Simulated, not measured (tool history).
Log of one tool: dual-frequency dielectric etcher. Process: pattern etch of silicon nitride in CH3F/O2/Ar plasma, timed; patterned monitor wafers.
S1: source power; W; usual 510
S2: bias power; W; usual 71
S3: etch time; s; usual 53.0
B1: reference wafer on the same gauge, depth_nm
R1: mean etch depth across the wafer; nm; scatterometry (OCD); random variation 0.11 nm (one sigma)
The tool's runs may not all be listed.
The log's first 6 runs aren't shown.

run,day,S1,S2,S3,B1,R1
7,12.642,510,71,53.0,41.27,36.61
# day 13.750: wet clean of the chamber
8,14.038,510,71,53.0,41.30,37.46
9,15.046,510,71,53.0,41.28,37.49
10,16.621,510,71,53.0,41.33,37.36
11,17.629,510,71,53.0,41.28,37.41
12,19.646,390,57,59.0,41.30,33.29
13,20.967,560,82,43.0,41.31,33.38
# day 22.692: source power generator calibrated
14,23.617,380,65,45.0,41.32,25.98
15,25.875,510,71,38.5,41.26,27.02
16,27.879,510,71,53.0,41.27,37.12
17,30.396,580,71,64.0,41.29,48.08
18,33.275,510,55,38.5,41.33,24.76
19,34.988,470,88,53.0,41.29,38.12
# day 35.038: gauge calibrated
# day 36.921: upper electrode replaced
# day 38.892: bias power generator calibrated
# day 40.462: wet clean of the chamber
20,41.621,460,61,59.5,41.29,37.80
21,44.575,510,71,53.0,41.32,37.61
22,46.092,510,71,53.0,41.30,37.51
23,48.300,510,71,53.0,41.31,37.37
24,51.171,600,78,53.0,41.34,42.06
25,53.754,510,80,42.0,41.30,30.85
26,56.654,630,71,53.0,41.31,41.65
27,57.975,510,71,64.5,41.35,45.16
28,60.371,380,65,45.0,41.33,25.91
29,62.908,510,78,53.0,41.31,38.26
30,65.467,510,71,53.0,41.27,36.99
# day 68.662: wet clean of the chamber
31,68.683,560,86,65.5,41.30,51.73

3 ways to go on from here, each from the tool as it stands after run 31. What would each give?
A,68.700,510,71,53.0,?,?
B,68.700,390,82,67.5,?,?
C,68.700,630,64,68.0,?,?

run,B1,R1
A,41.33,37.55
B,41.33,43.22
C,41.33,51.98
Without the tool's hidden state the same runs would have given:
run,R1
A,37.52
B,43.18
C,51.93
